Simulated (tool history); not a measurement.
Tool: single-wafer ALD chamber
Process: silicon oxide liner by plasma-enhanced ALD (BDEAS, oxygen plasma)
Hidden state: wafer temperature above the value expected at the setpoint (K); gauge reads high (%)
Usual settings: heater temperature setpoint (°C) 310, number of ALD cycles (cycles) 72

run	day	heater temperature setpoint (°C)	number of ALD cycles (cycles)	wafers since the last listed run	hours since the last thermocouple change	hours since the gauge calibration	read-back reference wafer on the same gauge, thickness_nm	mean film thickness on the monitor wafer (Å)
1	0	319	72	0	1574.3	269	6.593	63.16
2	1.083	319	72	111	1600.3	295	6.596	63
3	2.654	310	72	161	1638	332.7	6.606	64.27
4	3.792	310	72	116	1665.3	360	6.611	64.18
5	4.75	310	72	98	1688.3	383	6.611	64.29
6	6.217	302	63	150	1723.5	418.2	6.62	57.07
7	7.092	302	63	89	1744.5	439.2	6.621	57.05
8	8.25	310	72	118	1772.3	467	6.626	64.45
9	9.708	310	72	149	1807.3	502	6.629	64.42
10	10.854	310	72	117	1834.8	529.5	6.632	64.64
11	12.012	310	72	118	1862.6	557.3	6.632	64.41
12	12.721	310	72	72	1879.6	574.3	6.636	64.6
# day 13.225: thermocouple changed; heater temperature recalibrated
13	14.129	310	72	110	21.7	608.1	6.632	64.85
14	17.025	310	72	297	91.2	677.6	6.642	64.39
15	17.942	319	60	94	113.2	699.6	6.645	52.94
# day 18.729: gauge calibrated
16	19.338	310	72	143	146.7	14.6	6.52	63.69
17	20.562	310	72	125	176.1	44	6.535	63.32
18	21.725	304	67	119	204	71.9	6.552	59.83
19	23.179	310	77	149	238.9	106.8	6.564	68.17
20	24.333	310	72	118	266.6	134.5	6.578	64
21	25.367	300	85	106	291.4	159.3	6.589	76.91
22	26.554	298	85	121	319.9	187.8	6.597	77.68
23	27.371	310	72	83	339.5	207.4	6.605	64.11
24	28.467	299	77	112	365.8	233.7	6.612	70.15
25	29.812	310	72	138	398.1	266	6.62	64.4
26	31.175	316	84	139	430.8	298.7	6.626	74.25
27	31.883	310	72	72	447.8	315.7	6.632	64.35
28	32.654	300	81	79	466.3	334.2	6.632	73.83

4 ways to go on from here, each from the tool as it stands after run 28. What would each give?
A	32.675	310	72	2	466.8	334.7	?	?
B	32.675	305	83	2	466.8	334.7	?	?
C	32.675	321	72	2	466.8	334.7	?	?
D	32.675	302	72	2	466.8	334.7	?	?

run	read-back reference wafer on the same gauge, thickness_nm	mean film thickness on the monitor wafer (Å)
A	6.638	64.58
B	6.638	75.04
C	6.638	63.43
D	6.638	65.41
Without the tool's hidden state the same runs would have given:
run	mean film thickness on the monitor wafer (Å)
A	63.27
B	73.53
C	62.15
D	64.09
